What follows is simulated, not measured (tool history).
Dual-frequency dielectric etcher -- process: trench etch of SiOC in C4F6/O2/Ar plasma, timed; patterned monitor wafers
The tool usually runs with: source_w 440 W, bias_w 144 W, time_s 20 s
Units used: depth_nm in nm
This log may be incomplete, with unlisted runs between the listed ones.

run,hour,source_w,bias_w,time_s,wafers since the last listed run,hours since the last wet clean,hours since the last source power generator calibration,hours since the last bias power generator calibration,hours since the last upper electrode change,hours since the gauge calibration,"read-back reference wafer on the same gauge, depth_nm",depth_nm
1,0,440,144,20,0,499.7,1657.3,4502.5,4382.4,2621.9,41.34,43.05
2,123.2,440,144,20,2563,622.9,1780.5,4625.7,4505.6,2745.1,41.4,43.46
# hour 163.8: upper electrode replaced
3,164.2,440,144,20,353,663.9,1821.5,4666.7,0.4,2786.1,41.41,43.25
# hour 237.7: wet clean of the chamber
4,254.5,440,144,20,1379,16.8,1911.8,4757,90.7,2876.4,41.38,41.87
5,352.1,440,144,20,2031,114.4,2009.4,4854.6,188.3,2974,41.38,42.2
6,444.7,440,144,20,1927,207,2102,4947.2,280.9,3066.6,41.42,42.23
7,518.9,440,144,20,1544,281.2,2176.2,5021.4,355.1,3140.8,41.47,42.4
8,618.7,440,152,20,2076,381,2276,5121.2,454.9,3240.6,41.37,43.29
9,687.4,440,152,20,1429,449.7,2344.7,5189.9,523.6,3309.3,41.38,43.59
# hour 824.7: wet clean of the chamber
# hour 837.5: source power generator calibrated
10,981.2,390,168,22,5531,156.5,143.7,5483.7,817.4,3603.1,41.42,47.08
# hour 985.4: bias power generator calibrated
# hour 1066.2: gauge calibrated
11,1071.1,530,144,16.5,1787,246.4,233.6,85.7,907.3,4.9,41.41,37.65
12,1129.4,400,115,24.5,1213,304.7,291.9,144,965.6,63.2,41.37,46.12
13,1225.8,440,144,20,2006,401.1,388.3,240.4,1062,159.6,41.35,42.88
14,1317.3,440,144,14.5,1904,492.6,479.8,331.9,1153.5,251.1,41.39,31.25
15,1358.6,410,144,20,859,533.9,521.1,373.2,1194.8,292.4,41.4,42.14
# hour 1399.2: wet clean of the chamber
16,1415.5,410,109,20,684,16.3,578,430.1,1251.7,349.3,41.35,36.73
17,1484.5,440,144,20,1435,85.3,647,499.1,1320.7,418.3,41.41,42.32
18,1589,400,164,24.5,2174,189.8,751.5,603.6,1425.2,522.8,41.38,52.91
19,1689.2,440,144,20,2085,290,851.7,703.8,1525.4,623,41.41,42.63
20,1754.9,480,120,20,1367,355.7,917.4,769.5,1591.1,688.7,41.49,40.9
21,1849.6,530,144,23,1970,450.4,1012.1,864.2,1685.8,783.4,41.38,53.26
22,1897,350,120,23,986,497.8,1059.5,911.6,1733.2,830.8,41.46,42.23
23,1971,440,144,20,1539,571.8,1133.5,985.6,1807.2,904.8,41.35,43.31
# hour 2014.3: wet clean of the chamber
24,2054.9,370,166,20,1246,40.6,1217.4,1069.5,1891.1,988.7,41.33,41.21
25,2161.3,440,153,20,2214,147,1323.8,1175.9,1997.5,1095.1,41.44,43.15
26,2216.4,410,109,20,1146,202.1,1378.9,1231,2052.6,1150.2,41.43,36.41
27,2262.9,440,144,20,967,248.6,1425.4,1277.5,2099.1,1196.7,41.42,42.41
28,2354.4,440,144,20,1904,340.1,1516.9,1369,2190.6,1288.2,41.35,42.42
29,2414.3,440,144,20,1246,400,1576.8,1428.9,2250.5,1348.1,41.38,42.9

Consider 4 possible next runs. They are alternatives, not a sequence: every one starts from the tool as it was left by run 29. What does each give?
A,2414.7,440,144,20,8,400.4,1577.2,1429.3,2250.9,1348.5,?,?
B,2414.7,530,144,20,8,400.4,1577.2,1429.3,2250.9,1348.5,?,?
C,2414.7,500,114,17,8,400.4,1577.2,1429.3,2250.9,1348.5,?,?
D,2414.7,510,110,17.5,8,400.4,1577.2,1429.3,2250.9,1348.5,?,?

run,"read-back reference wafer on the same gauge, depth_nm",depth_nm
A,41.39,42.73
B,41.39,45.84
C,41.39,34.77
D,41.39,35.57
The same runs, with their run-to-run variation unchanged, on a tool lacking any hidden condition would have given:
run,depth_nm
A,42.25
B,45.32
C,34.38
D,35.17
